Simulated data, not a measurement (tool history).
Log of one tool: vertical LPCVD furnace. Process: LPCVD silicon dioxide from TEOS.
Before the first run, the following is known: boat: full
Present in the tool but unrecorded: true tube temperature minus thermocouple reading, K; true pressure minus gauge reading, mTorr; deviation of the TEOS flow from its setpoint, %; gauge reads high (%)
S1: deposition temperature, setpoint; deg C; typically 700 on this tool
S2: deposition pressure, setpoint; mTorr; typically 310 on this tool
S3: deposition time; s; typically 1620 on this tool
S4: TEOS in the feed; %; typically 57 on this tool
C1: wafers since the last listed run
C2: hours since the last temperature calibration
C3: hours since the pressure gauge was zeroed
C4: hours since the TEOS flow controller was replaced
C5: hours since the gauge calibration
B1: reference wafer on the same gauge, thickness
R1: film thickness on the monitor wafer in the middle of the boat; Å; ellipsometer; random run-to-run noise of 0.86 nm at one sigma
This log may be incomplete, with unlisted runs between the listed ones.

run    hour   S1   S2    S3  S4    C1      C2      C3      C4      C5      B1      R1
  1     0.0  700  310  1620  57     0  2195.7   750.8  2652.9  1617.0  171.75  1839.9
  2   107.5  700  310  1620  57  1682  2303.2   858.3  2760.4  1724.5  171.96  1830.7
  3   153.2  700  310  1620  57   715  2348.9   904.0  2806.1  1770.2  171.95  1836.2
  4   229.9  700  310  1320  57  1200  2425.6   980.7  2882.8  1846.9  172.03  1502.3
  5   299.2  700  280  1620  57  1084  2494.9  1050.0  2952.1  1916.2  171.99  1739.3
  6   394.1  708  310  1620  57  1485  2589.8  1144.9  3047.0  2011.1  171.93  2218.6
      420.0  -- TEOS flow controller replaced
  7   453.5  700  310  1620  57   554  2649.2  1204.3    33.5  2070.5  172.13  1828.4
  8   556.2  700  310  1620  57  1607  2751.9  1307.0   136.2  2173.2  172.01  1842.0
      583.0  -- gauge calibrated
  9   623.8  700  310  1620  57  1058  2819.5  1374.6   203.8    40.8  171.89  1850.5
 10   699.2  700  310  1620  57  1180  2894.9  1450.0   279.2   116.2  171.96  1835.5
 11   787.0  700  310  1620  57  1374  2982.7  1537.8   367.0   204.0  171.64  1839.9
      880.0  -- thermocouples replaced and temperature profile calibrated
 12   880.5  700  310  1620  57  1087     0.5  1631.3   460.5   297.5  172.19  1844.3
 13   906.0  710  270  1140  57   399    26.0  1656.8   486.0   323.0  172.00  1516.7
 14   972.9  703  310  1620  66  1047    92.9  1723.7   552.9   389.9  172.19  2114.6
 15  1037.7  700  310  1620  62  1014   157.7  1788.5   617.7   454.7  172.06  1917.8
 16  1118.3  700  310   990  57  1261   238.3  1869.1   698.3   535.3  171.85  1115.0
 17  1159.5  693  260  1620  52   644   279.5  1910.3   739.5   576.5  171.90  1360.1

What will run 18 give?
 18  1255.3  688  340  2010  57  1499  375.3  2006.1  835.3  672.3   ?   ?

B1: 171.88
R1: 1803.4 Å
Take away the tool's hidden state, keep the run-to-run variation as it was, and the same run would have given R1 1803.4 Å.
